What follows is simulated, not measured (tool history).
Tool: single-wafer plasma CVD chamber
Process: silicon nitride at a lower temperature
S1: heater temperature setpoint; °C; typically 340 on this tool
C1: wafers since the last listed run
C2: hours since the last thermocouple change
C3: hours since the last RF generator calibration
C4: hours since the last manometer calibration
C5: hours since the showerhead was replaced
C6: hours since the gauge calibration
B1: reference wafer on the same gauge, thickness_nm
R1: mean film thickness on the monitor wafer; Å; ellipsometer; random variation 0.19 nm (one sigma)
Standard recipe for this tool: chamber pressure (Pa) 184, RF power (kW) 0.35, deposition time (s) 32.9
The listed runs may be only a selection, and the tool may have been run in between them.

{"run": 1, "hour": 0.0, "S1": 340, "chamber pressure (Pa)": 184, "RF power (kW)": 0.32, "deposition time (s)": 32.9, "C1": 0, "C2": 2209.6, "C3": 167.9, "C4": 2418.6, "C5": 110.7, "C6": 957.5, "B1": 42.173, "R1": 355.22}
{"run": 2, "hour": 32.7, "S1": 340, "chamber pressure (Pa)": 184, "RF power (kW)": 0.35, "deposition time (s)": 32.9, "C1": 924, "C2": 2242.3, "C3": 200.6, "C4": 2451.3, "C5": 143.4, "C6": 990.2, "B1": 42.086, "R1": 374.58}
{"hour": 50.9, "done": "thermocouple changed; heater temperature recalibrated"}
{"run": 3, "hour": 52.6, "S1": 340, "chamber pressure (Pa)": 184, "RF power (kW)": 0.35, "deposition time (s)": 32.9, "C1": 336, "C2": 1.7, "C3": 220.5, "C4": 2471.2, "C5": 163.3, "C6": 1010.1, "B1": 42.047, "R1": 375.52}
{"run": 4, "hour": 78.0, "S1": 340, "chamber pressure (Pa)": 229, "RF power (kW)": 0.415, "deposition time (s)": 27.6, "C1": 718, "C2": 27.1, "C3": 245.9, "C4": 2496.6, "C5": 188.7, "C6": 1035.5, "B1": 41.904, "R1": 378.38}
{"hour": 96.9, "done": "gauge calibrated"}
{"run": 5, "hour": 141.7, "S1": 340, "chamber pressure (Pa)": 168, "RF power (kW)": 0.35, "deposition time (s)": 32.9, "C1": 1801, "C2": 90.8, "C3": 309.6, "C4": 2560.3, "C5": 252.4, "C6": 44.8, "B1": 43.398, "R1": 376.27}
{"hour": 152.4, "done": "capacitance manometer re-zeroed and calibrated"}
{"run": 6, "hour": 170.8, "S1": 335, "chamber pressure (Pa)": 184, "RF power (kW)": 0.35, "deposition time (s)": 32.9, "C1": 596, "C2": 119.9, "C3": 338.7, "C4": 18.4, "C5": 281.5, "C6": 73.9, "B1": 43.337, "R1": 386.11}
{"run": 7, "hour": 183.6, "S1": 340, "chamber pressure (Pa)": 184, "RF power (kW)": 0.35, "deposition time (s)": 32.9, "C1": 362, "C2": 132.7, "C3": 351.5, "C4": 31.2, "C5": 294.3, "C6": 86.7, "B1": 43.456, "R1": 390.87}
{"run": 8, "hour": 271.7, "S1": 354, "chamber pressure (Pa)": 204, "RF power (kW)": 0.37, "deposition time (s)": 28.1, "C1": 2491, "C2": 220.8, "C3": 439.6, "C4": 119.3, "C5": 382.4, "C6": 174.8, "B1": 43.35, "R1": 351.22}
{"run": 9, "hour": 301.4, "S1": 340, "chamber pressure (Pa)": 157, "RF power (kW)": 0.385, "deposition time (s)": 32.9, "C1": 840, "C2": 250.5, "C3": 469.3, "C4": 149, "C5": 412.1, "C6": 204.5, "B1": 43.304, "R1": 393.24}
{"run": 10, "hour": 316.8, "S1": 340, "chamber pressure (Pa)": 184, "RF power (kW)": 0.35, "deposition time (s)": 32.9, "C1": 435, "C2": 265.9, "C3": 484.7, "C4": 164.4, "C5": 427.5, "C6": 219.9, "B1": 43.259, "R1": 385.54}
{"run": 11, "hour": 337.3, "S1": 340, "chamber pressure (Pa)": 184, "RF power (kW)": 0.35, "deposition time (s)": 37.5, "C1": 579, "C2": 286.4, "C3": 505.2, "C4": 184.9, "C5": 448, "C6": 240.4, "B1": 43.311, "R1": 440.75}
{"run": 12, "hour": 357.8, "S1": 340, "chamber pressure (Pa)": 184, "RF power (kW)": 0.35, "deposition time (s)": 32.9, "C1": 579, "C2": 306.9, "C3": 525.7, "C4": 205.4, "C5": 468.5, "C6": 260.9, "B1": 43.322, "R1": 388.35}
{"run": 13, "hour": 393.8, "S1": 347, "chamber pressure (Pa)": 184, "RF power (kW)": 0.37, "deposition time (s)": 32.9, "C1": 1018, "C2": 342.9, "C3": 561.7, "C4": 241.4, "C5": 504.5, "C6": 296.9, "B1": 43.256, "R1": 401.74}
{"run": 14, "hour": 444.2, "S1": 350, "chamber pressure (Pa)": 163, "RF power (kW)": 0.32, "deposition time (s)": 27.8, "C1": 1425, "C2": 393.3, "C3": 612.1, "C4": 291.8, "C5": 554.9, "C6": 347.3, "B1": 43.238, "R1": 294.38}
{"run": 15, "hour": 475.3, "S1": 340, "chamber pressure (Pa)": 144, "RF power (kW)": 0.42, "deposition time (s)": 27.5, "C1": 879, "C2": 424.4, "C3": 643.2, "C4": 322.9, "C5": 586, "C6": 378.4, "B1": 43.195, "R1": 337.89}
{"run": 16, "hour": 488.7, "S1": 353, "chamber pressure (Pa)": 229, "RF power (kW)": 0.35, "deposition time (s)": 32.9, "C1": 379, "C2": 437.8, "C3": 656.6, "C4": 336.3, "C5": 599.4, "C6": 391.8, "B1": 43.227, "R1": 409.03}
{"run": 17, "hour": 504.2, "S1": 349, "chamber pressure (Pa)": 184, "RF power (kW)": 0.35, "deposition time (s)": 35.4, "C1": 438, "C2": 453.3, "C3": 672.1, "C4": 351.8, "C5": 614.9, "C6": 407.3, "B1": 43.164, "R1": 412.04}
{"run": 18, "hour": 531.8, "S1": 340, "chamber pressure (Pa)": 184, "RF power (kW)": 0.395, "deposition time (s)": 32.9, "C1": 780, "C2": 480.9, "C3": 699.7, "C4": 379.4, "C5": 642.5, "C6": 434.9, "B1": 43.144, "R1": 419.7}
{"run": 19, "hour": 555.2, "S1": 340, "chamber pressure (Pa)": 157, "RF power (kW)": 0.35, "deposition time (s)": 29, "C1": 661, "C2": 504.3, "C3": 723.1, "C4": 402.8, "C5": 665.9, "C6": 458.3, "B1": 43.1, "R1": 321.57}
{"run": 20, "hour": 588.2, "S1": 344, "chamber pressure (Pa)": 148, "RF power (kW)": 0.35, "deposition time (s)": 32.9, "C1": 933, "C2": 537.3, "C3": 756.1, "C4": 435.8, "C5": 698.9, "C6": 491.3, "B1": 43.054, "R1": 359.68}
{"run": 21, "hour": 612.6, "S1": 340, "chamber pressure (Pa)": 209, "RF power (kW)": 0.315, "deposition time (s)": 32.9, "C1": 690, "C2": 561.7, "C3": 780.5, "C4": 460.2, "C5": 723.3, "C6": 515.7, "B1": 43.044, "R1": 371.61}
{"run": 22, "hour": 627.3, "S1": 340, "chamber pressure (Pa)": 184, "RF power (kW)": 0.29, "deposition time (s)": 35.4, "C1": 415, "C2": 576.4, "C3": 795.2, "C4": 474.9, "C5": 738, "C6": 530.4, "B1": 42.986, "R1": 362.84}
{"run": 23, "hour": 659.3, "S1": 340, "chamber pressure (Pa)": 184, "RF power (kW)": 0.35, "deposition time (s)": 32.9, "C1": 905, "C2": 608.4, "C3": 827.2, "C4": 506.9, "C5": 770, "C6": 562.4, "B1": 42.962, "R1": 383.92}
{"run": 24, "hour": 684.3, "S1": 340, "chamber pressure (Pa)": 225, "RF power (kW)": 0.35, "deposition time (s)": 29.4, "C1": 707, "C2": 633.4, "C3": 852.2, "C4": 531.9, "C5": 795, "C6": 587.4, "B1": 42.907, "R1": 365.4}
{"run": 25, "hour": 707.7, "S1": 340, "chamber pressure (Pa)": 184, "RF power (kW)": 0.325, "deposition time (s)": 32.9, "C1": 661, "C2": 656.8, "C3": 875.6, "C4": 555.3, "C5": 818.4, "C6": 610.8, "B1": 42.855, "R1": 359.8}
{"hour": 724.5, "done": "RF generator calibrated"}
{"run": 26, "hour": 733.6, "S1": 327, "chamber pressure (Pa)": 200, "RF power (kW)": 0.285, "deposition time (s)": 32.9, "C1": 506, "C2": 682.7, "C3": 9.1, "C4": 581.2, "C5": 844.3, "C6": 636.7, "B1": 42.751, "R1": 342.14}
{"run": 27, "hour": 760.9, "S1": 329, "chamber pressure (Pa)": 184, "RF power (kW)": 0.35, "deposition time (s)": 32.9, "C1": 772, "C2": 710, "C3": 36.4, "C4": 608.5, "C5": 871.6, "C6": 664, "B1": 42.769, "R1": 383.62}
{"run": 28, "hour": 778.2, "S1": 340, "chamber pressure (Pa)": 184, "RF power (kW)": 0.35, "deposition time (s)": 32.9, "C1": 489, "C2": 727.3, "C3": 53.7, "C4": 625.8, "C5": 888.9, "C6": 681.3, "B1": 42.765, "R1": 381.2}

Below are 5 alternative next runs, each starting from the tool's condition after run 28. Predict each:
{"run": "A", "hour": 778.6, "S1": 340, "chamber pressure (Pa)": 184, "RF power (kW)": 0.35, "deposition time (s)": 39.1, "C1": 11, "C2": 727.7, "C3": 54.1, "C4": 626.2, "C5": 889.3, "C6": 681.7, "B1": "?", "R1": "?"}
{"run": "B", "hour": 778.6, "S1": 340, "chamber pressure (Pa)": 184, "RF power (kW)": 0.33, "deposition time (s)": 32.9, "C1": 11, "C2": 727.7, "C3": 54.1, "C4": 626.2, "C5": 889.3, "C6": 681.7, "B1": "?", "R1": "?"}
{"run": "C", "hour": 778.6, "S1": 340, "chamber pressure (Pa)": 184, "RF power (kW)": 0.35, "deposition time (s)": 27.7, "C1": 11, "C2": 727.7, "C3": 54.1, "C4": 626.2, "C5": 889.3, "C6": 681.7, "B1": "?", "R1": "?"}
{"run": "D", "hour": 778.6, "S1": 340, "chamber pressure (Pa)": 209, "RF power (kW)": 0.35, "deposition time (s)": 28.8, "C1": 11, "C2": 727.7, "C3": 54.1, "C4": 626.2, "C5": 889.3, "C6": 681.7, "B1": "?", "R1": "?"}
{"run": "E", "hour": 778.6, "S1": 333, "chamber pressure (Pa)": 197, "RF power (kW)": 0.35, "deposition time (s)": 32.9, "C1": 11, "C2": 727.7, "C3": 54.1, "C4": 626.2, "C5": 889.3, "C6": 681.7, "B1": "?", "R1": "?"}

run=A B1=42.813 R1=454.7
run=B B1=42.813 R1=367.57
run=C B1=42.813 R1=322.37
run=D B1=42.813 R1=349.32
run=E B1=42.813 R1=392.66
Without the tool's hidden state the same runs would have given:
run=A R1=462.86
run=B R1=374.16
run=C R1=328.15
run=D R1=355.59
run=E R1=399.71
